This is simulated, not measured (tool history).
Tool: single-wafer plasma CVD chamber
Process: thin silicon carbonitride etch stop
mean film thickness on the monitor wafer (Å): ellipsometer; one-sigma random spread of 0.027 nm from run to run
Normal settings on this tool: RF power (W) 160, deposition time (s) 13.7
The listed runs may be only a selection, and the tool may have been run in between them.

run	hour	RF power (W)	deposition time (s)	read-back reference wafer on the same gauge, thickness_nm	mean film thickness on the monitor wafer (Å)
1	0	160	12.9	6.39	61.68
# hour 29.2: RF generator calibrated
2	86.7	160	13.7	6.39	66.28
3	194.1	170	12.4	6.394	61.31
4	234.1	160	13.7	6.391	66.2
5	309.6	160	13.7	6.383	66.6
6	352.1	180	12	6.387	62
7	414.4	160	15.6	6.388	75.55
8	517.7	160	15.6	6.386	75.74
9	598.2	160	14.6	6.392	70.11
10	705.5	160	14.6	6.383	70.59
11	767.1	175	14.4	6.38	72.42
# hour 791: gauge calibrated
12	834.6	175	14.4	6.401	72.52
# hour 920.6: thermocouple changed; heater temperature recalibrated
13	931.2	175	14.4	6.403	72.57
14	1023.9	160	13.7	6.392	65.99
# hour 1075.8: showerhead replaced
15	1095.1	185	16.3	6.393	83.76
16	1136.1	145	11.5	6.393	52.52
17	1175.2	160	13.7	6.39	65.37
18	1225	185	11.2	6.394	58.11
19	1264.6	145	14.4	6.378	65.03
20	1351.4	145	15.7	6.384	71.5
21	1459.3	145	11.5	6.386	52.62
# hour 1519.5: RF generator calibrated
22	1526.9	150	12.6	6.398	59.2
23	1590.8	140	11.8	6.381	53.18
24	1684.8	130	11.6	6.402	50.01
25	1747.8	160	15	6.384	72.24
26	1799.2	160	12.4	6.387	59.64
# hour 1823.7: gauge calibrated
27	1852.8	160	13.7	6.392	66.4
28	1912.5	175	11.4	6.391	57.58

Below, some changes in mean film thickness on the monitor wafer (Å) between adjacent runs. For each, the amount present without the hidden state too (settings, incoming material, random variation) and the amount remaining for the hidden state with gauge scatter not shared by both compared results:
The hidden state here: wafer temperature above the value expected at the setpoint (K); delivered RF power above the setpoint (%); gauge reads high (%).
Run 1 -> 2: deposition time (s) 12.9 -> 13.7, RF generator calibrated. mean film thickness on the monitor wafer (Å) +4.6: hidden state +1.13, all else +3.47.
Run 15 -> 16: RF power (W) 185 -> 145, deposition time (s) 16.3 -> 11.5. mean film thickness on the monitor wafer (Å) -31.24: hidden state +0.46, all else -31.7.
Run 21 -> 22: RF power (W) 145 -> 150, deposition time (s) 11.5 -> 12.6, RF generator calibrated. mean film thickness on the monitor wafer (Å) +6.58: hidden state +0.81, all else +5.77.
Run 24 -> 25: RF power (W) 130 -> 160, deposition time (s) 11.6 -> 15. mean film thickness on the monitor wafer (Å) +22.23: hidden state -0.2, all else +22.43.

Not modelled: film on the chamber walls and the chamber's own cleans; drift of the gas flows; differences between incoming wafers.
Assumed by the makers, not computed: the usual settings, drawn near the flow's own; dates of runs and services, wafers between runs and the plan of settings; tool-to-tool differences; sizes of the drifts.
